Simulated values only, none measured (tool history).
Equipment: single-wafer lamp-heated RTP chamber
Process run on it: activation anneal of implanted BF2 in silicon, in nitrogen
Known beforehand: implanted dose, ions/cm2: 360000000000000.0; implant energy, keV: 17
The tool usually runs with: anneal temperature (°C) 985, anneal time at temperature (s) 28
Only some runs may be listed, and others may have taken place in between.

run     day  anneal temperature (°C)  anneal time at temperature (s)  wafers since the last listed run  wafers since the last pyrometer calibration  wafers since the reflector plate was cleaned  hours since the gauge calibration  read-back reference wafer on the same gauge, sheet resistance  sheet resistance of the implanted and annealed layer (ohm/square)
  1       0                      985                              28                                 0                                         3092                                          4854                              423.7                                                         370.38                                                             337.41
  2   0.838                      985                              28                               298                                         3391                                          5153                              443.8                                                         370.08                                                             337.81
  3   1.908                      985                              28                               382                                         3773                                          5535                              469.5                                                         370.08                                                             335.92
  4   2.733                      985                              28                               294                                         4068                                          5830                              489.3                                                         369.64                                                             334.49
      3.721  -- pyrometer window cleaned and pyrometer calibrated
  5   3.742                      985                              28                               240                                            6                                          6071                              513.5                                                         370.56                                                             336.58
  6   4.562                      985                              28                               293                                          299                                          6364                              533.2                                                         370.23                                                             335.89
      5.979  -- reflector plate cleaned
  7       6                      985                              28                               394                                          694                                             7                              567.7                                                          369.8                                                             334.77
  8   6.492                      985                              28                               175                                          869                                           182                              579.5                                                         369.95                                                             332.85
  9   7.817                      985                              24                               473                                         1342                                           655                              611.3                                                         369.61                                                             335.55
 10   8.483                      970                              41                               237                                         1580                                           893                              627.3                                                         370.25                                                             337.69
 11   9.238                      970                              41                               269                                         1849                                          1162                              645.4                                                         370.15                                                             338.86
 12   9.929                      985                              28                               246                                         2096                                          1409                                662                                                         369.64                                                             333.65
 13  11.238                      985                              28                               467                                         2563                                          1876                              693.4                                                         369.88                                                             335.84
 14  12.038                      985                              28                               285                                         2849                                          2162                              712.6                                                         370.07                                                             334.18
     12.858  -- reflector plate cleaned, repeated, since the last time left the tool worse
 15  13.312                      963                              28                               336                                         3185                                           162                              743.2                                                          370.5                                                             357.62
     13.883  -- pyrometer window cleaned and pyrometer calibrated
 16  14.067                      963                              28                               150                                           65                                           312                              761.3                                                         370.07                                                              360.1
 17  14.592                      992                              40                               187                                          253                                           500                              773.9                                                         369.92                                                             332.44
 18  15.604                      985                              28                               361                                          614                                           861                              798.2                                                         370.16                                                             337.36
 19  16.938                      985                              28                               475                                         1090                                          1337                              830.2                                                         369.82                                                             338.01
 20  18.367                      965                              21                               510                                         1600                                          1848                              864.5                                                         370.22                                                              358.5

Forecast run 21:
 21  19.046                     1009                              39                               242                                         1843                                          2090                              880.8                                                              ?                                                                  ?

read-back reference wafer on the same gauge, sheet resistance: 369.67
sheet resistance of the implanted and annealed layer (ohm/square): 328.81
The same run, on a tool lacking any hidden state, would have yielded sheet resistance of the implanted and annealed layer (ohm/square) 329.22.

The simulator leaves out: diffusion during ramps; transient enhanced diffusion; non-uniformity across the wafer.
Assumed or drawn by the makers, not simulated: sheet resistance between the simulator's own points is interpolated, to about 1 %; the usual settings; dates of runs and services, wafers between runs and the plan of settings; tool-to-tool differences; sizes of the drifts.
